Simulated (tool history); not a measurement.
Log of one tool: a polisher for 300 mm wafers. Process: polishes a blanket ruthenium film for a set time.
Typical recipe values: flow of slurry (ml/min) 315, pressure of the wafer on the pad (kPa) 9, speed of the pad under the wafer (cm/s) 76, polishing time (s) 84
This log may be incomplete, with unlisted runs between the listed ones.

run,day,flow of slurry (ml/min),pressure of the wafer on the pad (kPa),speed of the pad under the wafer (cm/s),polishing time (s),wafers since the last listed run,wafers polished on this pad,hours since the slurry nozzle was cleaned,hours since the head pressure was calibrated,"incoming thickness of the incoming film, nm",film removed (angstrom)
1,0,315,9,76,96,0,337,590.7,1260.5,425.3,434
2,0.458,315,9,76,96,121,459,601.7,1271.5,427.8,421
3,0.925,315,9,86,73,124,583,612.9,1282.7,436.3,360
4,1.421,315,9,76,84,131,715,624.8,1294.6,433,375
5,1.912,315,9,76,84,130,846,636.6,1306.4,430.3,376
6,2.546,245,9,76,84,168,1015,651.8,1321.6,433.1,356
# day 3.288: slurry nozzle cleaned
7,4.521,245,9,76,84,514,1529,29.6,1369,436.8,386
# day 4.983: worn pad replaced by a new one
8,5.129,245,9,76,84,117,38,44.2,1383.6,430.7,382
9,5.846,315,9,76,84,190,229,61.4,1400.8,425.9,388
10,6.383,315,9,76,84,143,372,74.3,1413.7,430.1,396
# day 6.862: head pressure recalibrated
11,6.883,315,9,76,84,110,483,86.3,0.5,435.6,443
12,7.458,315,9,76,84,153,636,100.1,14.3,434.7,452
13,7.988,315,9,76,84,140,777,112.8,27,426.3,444
14,8.621,315,9,86,84,168,945,128,42.2,431.4,489
15,9.233,315,12.4,76,84,162,1108,142.7,56.9,427.4,613
16,9.575,360,9,76,96,90,1199,150.9,65.1,431.1,507
# day 10.146: worn pad replaced by a new one
17,10.167,315,7.6,62,84,113,5,165.1,79.3,435.6,314
18,10.583,315,9,76,84,110,116,175.1,89.3,436,432
19,11.238,315,9,88,84,174,290,190.8,105,435.4,486
20,11.8,315,10.3,76,84,149,440,204.3,118.5,423.4,507
21,14.046,315,6.2,76,84,597,1038,258.2,172.4,430.8,291
22,14.654,385,11.7,66,93,161,1199,272.8,187,439.3,558
23,14.912,315,12.4,76,84,68,1268,279,193.2,434,576
# day 15.417: worn pad replaced by a new one
24,15.438,245,9,76,84,95,5,291.6,205.8,428,408
25,15.908,415,10.3,76,110,125,130,302.9,217.1,430.8,660
26,16.171,245,6.2,60,64,69,200,309.2,223.4,420.5,173
27,16.771,345,9,76,84,159,359,323.6,237.8,434.7,420
28,17.429,280,10.3,92,70,175,535,339.4,253.6,431.6,463
29,17.838,315,6.9,76,84,108,643,349.2,263.4,432.7,317
30,18.421,245,7.6,90,84,155,799,363.2,277.4,433.9,391
31,18.883,315,9,76,84,123,922,374.3,288.5,433.9,411
32,19.625,315,9,76,84,197,1119,392.1,306.3,438.4,410
33,20.129,315,9,76,58,134,1253,404.2,318.4,423.9,285
34,20.833,375,11.7,76,84,187,1441,421.1,335.3,434.2,536
# day 21.6: worn pad replaced by a new one
35,21.621,270,9,62,84,165,5,440,354.2,427.4,332
36,22.225,315,9,76,97,160,165,454.5,368.7,430.7,462
37,22.904,285,9,88,84,180,346,470.8,385,421.5,449

Predict each of these 4 candidate next runs independently; none follows another, all start after run 37:
A,22.921,420,9,76,84,4,351,471.2,385.4,421.9,?
B,22.921,370,5.5,76,105,4,351,471.2,385.4,421.9,?
C,22.921,385,6.9,96,74,4,351,471.2,385.4,421.9,?
D,22.921,250,9.7,66,101,4,351,471.2,385.4,421.9,?

run,film removed (angstrom)
A,418
B,317
C,345
D,447
Take away the tool's hidden state, keep each run's random variation, and the runs would have read:
run,film removed (angstrom)
A,468
B,357
C,387
D,512

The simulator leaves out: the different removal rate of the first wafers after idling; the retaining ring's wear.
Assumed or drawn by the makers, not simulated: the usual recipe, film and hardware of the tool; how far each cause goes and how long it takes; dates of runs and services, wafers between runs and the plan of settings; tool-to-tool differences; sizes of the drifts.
